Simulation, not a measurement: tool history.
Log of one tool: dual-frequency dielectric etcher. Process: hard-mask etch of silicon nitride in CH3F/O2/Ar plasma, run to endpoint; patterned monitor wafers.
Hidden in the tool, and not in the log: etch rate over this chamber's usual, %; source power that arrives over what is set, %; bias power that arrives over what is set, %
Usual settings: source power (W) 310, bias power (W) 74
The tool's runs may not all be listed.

| run | hour | source power (W) | bias power (W) | wafers since the last listed run | hours since the last wet clean | hours since the last source power generator calibration | hours since the last bias power generator calibration | hours since the last upper electrode change | incoming incoming film thickness, nm | endpoint time (s) |
|---|---|---|---|---|---|---|---|---|---|---|
| 1 | 0 | 330 | 74 | 0 | 529.3 | 2948.3 | 1424.3 | 4008.9 | 35.58 | 54.8 |
|  | 58.9 | wet clean of the chamber |
| 2 | 86.9 | 330 | 74 | 759 | 28 | 3035.2 | 1511.2 | 4095.8 | 35.38 | 53 |
| 3 | 190.1 | 330 | 74 | 1246 | 131.2 | 3138.4 | 1614.4 | 4199 | 35.42 | 53.4 |
| 4 | 297 | 270 | 74 | 1291 | 238.1 | 3245.3 | 1721.3 | 4305.9 | 35.4 | 57.9 |
| 5 | 377 | 340 | 74 | 966 | 318.1 | 3325.3 | 1801.3 | 4385.9 | 35.13 | 53.8 |
| 6 | 467.3 | 340 | 74 | 1090 | 408.4 | 3415.6 | 1891.6 | 4476.2 | 35.4 | 54.2 |
| 7 | 512.8 | 340 | 74 | 549 | 453.9 | 3461.1 | 1937.1 | 4521.7 | 35.32 | 54.3 |
|  | 625 | wet clean of the chamber |
| 8 | 625.5 | 310 | 74 | 1071 | 0.5 | 3573.8 | 2049.8 | 4634.4 | 35.39 | 53.8 |
| 9 | 699 | 310 | 74 | 887 | 74 | 3647.3 | 2123.3 | 4707.9 | 35.32 | 54.2 |
|  | 742.4 | source power generator calibrated |
| 10 | 780.9 | 310 | 74 | 940 | 155.9 | 38.5 | 2205.2 | 4789.8 | 35.64 | 54.4 |
| 11 | 849.2 | 310 | 74 | 824 | 224.2 | 106.8 | 2273.5 | 4858.1 | 35.17 | 54.4 |
| 12 | 919.3 | 310 | 74 | 846 | 294.3 | 176.9 | 2343.6 | 4928.2 | 35.59 | 55.4 |
| 13 | 1025.9 | 310 | 74 | 1287 | 400.9 | 283.5 | 2450.2 | 5034.8 | 35.48 | 55.2 |
|  | 1051 | upper electrode replaced |
| 14 | 1072.6 | 310 | 74 | 274 | 447.6 | 330.2 | 2496.9 | 21.6 | 35.15 | 55.9 |
|  | 1099.7 | wet clean of the chamber |
| 15 | 1154.3 | 310 | 74 | 696 | 54.6 | 411.9 | 2578.6 | 103.3 | 35.39 | 54.6 |
| 16 | 1228.1 | 310 | 74 | 891 | 128.4 | 485.7 | 2652.4 | 177.1 | 35.46 | 55.3 |
| 17 | 1315.6 | 270 | 82 | 1056 | 215.9 | 573.2 | 2739.9 | 264.6 | 35.5 | 57 |
| 18 | 1397.6 | 330 | 84 | 990 | 297.9 | 655.2 | 2821.9 | 346.6 | 35.53 | 52.7 |
| 19 | 1446.4 | 390 | 84 | 589 | 346.7 | 704 | 2870.7 | 395.4 | 35.56 | 50.3 |
| 20 | 1517.3 | 370 | 68 | 856 | 417.6 | 774.9 | 2941.6 | 466.3 | 34.89 | 53.5 |
|  | 1537.1 | bias power generator calibrated |
| 21 | 1611.6 | 250 | 80 | 1090 | 511.9 | 869.2 | 74.5 | 560.6 | 35.74 | 60.5 |
|  | 1661.8 | wet clean of the chamber |
| 22 | 1662.1 | 310 | 74 | 320 | 0.3 | 919.7 | 125 | 611.1 | 35.38 | 54.3 |
| 23 | 1756 | 240 | 87 | 1134 | 94.2 | 1013.6 | 218.9 | 705 | 35.27 | 56.9 |
| 24 | 1846.8 | 380 | 63 | 1096 | 185 | 1104.4 | 309.7 | 795.8 | 35.46 | 54.4 |
| 25 | 1925.2 | 310 | 74 | 946 | 263.4 | 1182.8 | 388.1 | 874.2 | 35.2 | 55 |
| 26 | 2011.9 | 240 | 89 | 1047 | 350.1 | 1269.5 | 474.8 | 960.9 | 35.89 | 58.4 |
| 27 | 2101.7 | 310 | 74 | 1084 | 439.9 | 1359.3 | 564.6 | 1050.7 | 35.63 | 56.4 |
| 28 | 2157.7 | 310 | 74 | 676 | 495.9 | 1415.3 | 620.6 | 1106.7 | 35.61 | 56.5 |
|  | 2207.4 | wet clean of the chamber |
| 29 | 2236.8 | 270 | 65 | 665 | 29.4 | 1494.4 | 699.7 | 1185.8 | 35.54 | 59.3 |
| 30 | 2336.3 | 260 | 64 | 1201 | 128.9 | 1593.9 | 799.2 | 1285.3 | 35.49 | 61.1 |

Forecast each of these 5 alternatives for the next run:
| A | 2336.7 | 310 | 74 | 4 | 129.3 | 1594.3 | 799.6 | 1285.7 | 35.57 | ? |
| B | 2336.7 | 350 | 63 | 4 | 129.3 | 1594.3 | 799.6 | 1285.7 | 35.57 | ? |
| C | 2336.7 | 270 | 68 | 4 | 129.3 | 1594.3 | 799.6 | 1285.7 | 35.57 | ? |
| D | 2336.7 | 370 | 60 | 4 | 129.3 | 1594.3 | 799.6 | 1285.7 | 35.57 | ? |
| E | 2336.7 | 290 | 88 | 4 | 129.3 | 1594.3 | 799.6 | 1285.7 | 35.57 | ? |

| run | endpoint time (s) |
|---|---|
| A | 55.1 |
| B | 55.4 |
| C | 59.1 |
| D | 55.1 |
| E | 53.4 |
Without the tool's hidden state the same runs would have given:
| run | endpoint time (s) |
|---|---|
| A | 54.7 |
| B | 54.9 |
| C | 58.7 |
| D | 54.6 |
| E | 53 |
